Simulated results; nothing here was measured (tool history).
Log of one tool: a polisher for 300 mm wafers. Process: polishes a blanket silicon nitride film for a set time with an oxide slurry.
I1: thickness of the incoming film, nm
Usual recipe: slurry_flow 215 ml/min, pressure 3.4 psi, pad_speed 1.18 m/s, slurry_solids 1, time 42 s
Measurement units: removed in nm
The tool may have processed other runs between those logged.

run 1 hour=0 | slurry_flow=215 pressure=3.4 pad_speed=1.18 slurry_solids=1 time=42 | I1=607.3 | removed=25.2
run 2 hour=31 | slurry_flow=215 pressure=3.4 pad_speed=1.18 slurry_solids=1 time=42 | I1=602.6 | removed=24.4
run 3 hour=95.4 | slurry_flow=215 pressure=3.4 pad_speed=1.18 slurry_solids=1 time=42 | I1=591.9 | removed=23.7
-- hour=132.5 worn pad replaced by a new one
-- hour=159.3 slurry blender recalibrated
run 4 hour=278.3 | slurry_flow=215 pressure=3.4 pad_speed=1.18 slurry_solids=1 time=42 | I1=602.3 | removed=22.2
run 5 hour=302.4 | slurry_flow=215 pressure=3.4 pad_speed=1.18 slurry_solids=1 time=42 | I1=589.1 | removed=22.5
-- hour=309.9 slurry nozzle cleaned
run 6 hour=339.1 | slurry_flow=215 pressure=3.4 pad_speed=1.18 slurry_solids=1 time=42 | I1=604.1 | removed=22.2
-- hour=356.7 head pressure recalibrated
-- hour=360.6 worn pad replaced by a new one
-- hour=364.2 slurry blender recalibrated
run 7 hour=370.5 | slurry_flow=215 pressure=3.4 pad_speed=1.18 slurry_solids=1 time=42 | I1=599.8 | removed=24.1
-- hour=395.6 conditioning disc replaced and pad reconditioned
run 8 hour=435.8 | slurry_flow=215 pressure=3.4 pad_speed=1.18 slurry_solids=1 time=42 | I1=606.4 | removed=25.5
run 9 hour=485.5 | slurry_flow=215 pressure=3.4 pad_speed=1.18 slurry_solids=1 time=42 | I1=588 | removed=23.9
run 10 hour=510.2 | slurry_flow=215 pressure=3.4 pad_speed=1.18 slurry_solids=1 time=42 | I1=595.8 | removed=23.8
-- hour=537.3 worn pad replaced by a new one
-- hour=559.3 slurry blender recalibrated
run 11 hour=562.5 | slurry_flow=215 pressure=3.4 pad_speed=1.06 slurry_solids=1.25 time=42 | I1=605.3 | removed=27.1
run 12 hour=621.8 | slurry_flow=215 pressure=3.4 pad_speed=1.18 slurry_solids=1 time=42 | I1=605.8 | removed=23.8
run 13 hour=679 | slurry_flow=215 pressure=3.4 pad_speed=1.18 slurry_solids=1.15 time=35 | I1=611.6 | removed=20.7
run 14 hour=725.8 | slurry_flow=215 pressure=3.4 pad_speed=1.18 slurry_solids=1 time=42 | I1=611.3 | removed=22.6
-- hour=738.7 slurry blender recalibrated
-- hour=748.2 worn pad replaced by a new one
run 15 hour=767.3 | slurry_flow=180 pressure=3.4 pad_speed=1.18 slurry_solids=1 time=54 | I1=588.5 | removed=30.5
run 16 hour=795.5 | slurry_flow=215 pressure=3.4 pad_speed=1.18 slurry_solids=1 time=42 | I1=586.7 | removed=23.2
run 17 hour=831.2 | slurry_flow=270 pressure=3.4 pad_speed=1.18 slurry_solids=1.1 time=42 | I1=604.5 | removed=24.8
run 18 hour=869.9 | slurry_flow=215 pressure=3.4 pad_speed=1.18 slurry_solids=1 time=42 | I1=600 | removed=22.4
-- hour=877.6 conditioning disc replaced and pad reconditioned
-- hour=903.4 slurry nozzle cleaned
run 19 hour=916.7 | slurry_flow=215 pressure=4.6 pad_speed=1.18 slurry_solids=1 time=42 | I1=590.8 | removed=33.4
-- hour=929.2 slurry blender recalibrated
-- hour=971.4 worn pad replaced by a new one
run 20 hour=981.6 | slurry_flow=280 pressure=3 pad_speed=1.18 slurry_solids=0.85 time=42 | I1=590.6 | removed=21
run 21 hour=1027.8 | slurry_flow=195 pressure=3.4 pad_speed=0.9 slurry_solids=1 time=48 | I1=609.6 | removed=23

Predict each of these 3 candidate next runs independently; none follows another, all start after run 21:
run A hour=1028.2 | slurry_flow=175 pressure=3.4 pad_speed=1.18 slurry_solids=1 time=42 | I1=590.8 | removed=?
run B hour=1028.2 | slurry_flow=215 pressure=3.4 pad_speed=1.18 slurry_solids=0.7 time=52 | I1=590.8 | removed=?
run C hour=1028.2 | slurry_flow=215 pressure=3.4 pad_speed=1.18 slurry_solids=1 time=27 | I1=590.8 | removed=?

run=A removed=23.8
run=B removed=21.7
run=C removed=15.8
Without the tool's hidden state the same runs would have given:
run=A removed=28.8
run=B removed=26.3
run=C removed=19.1
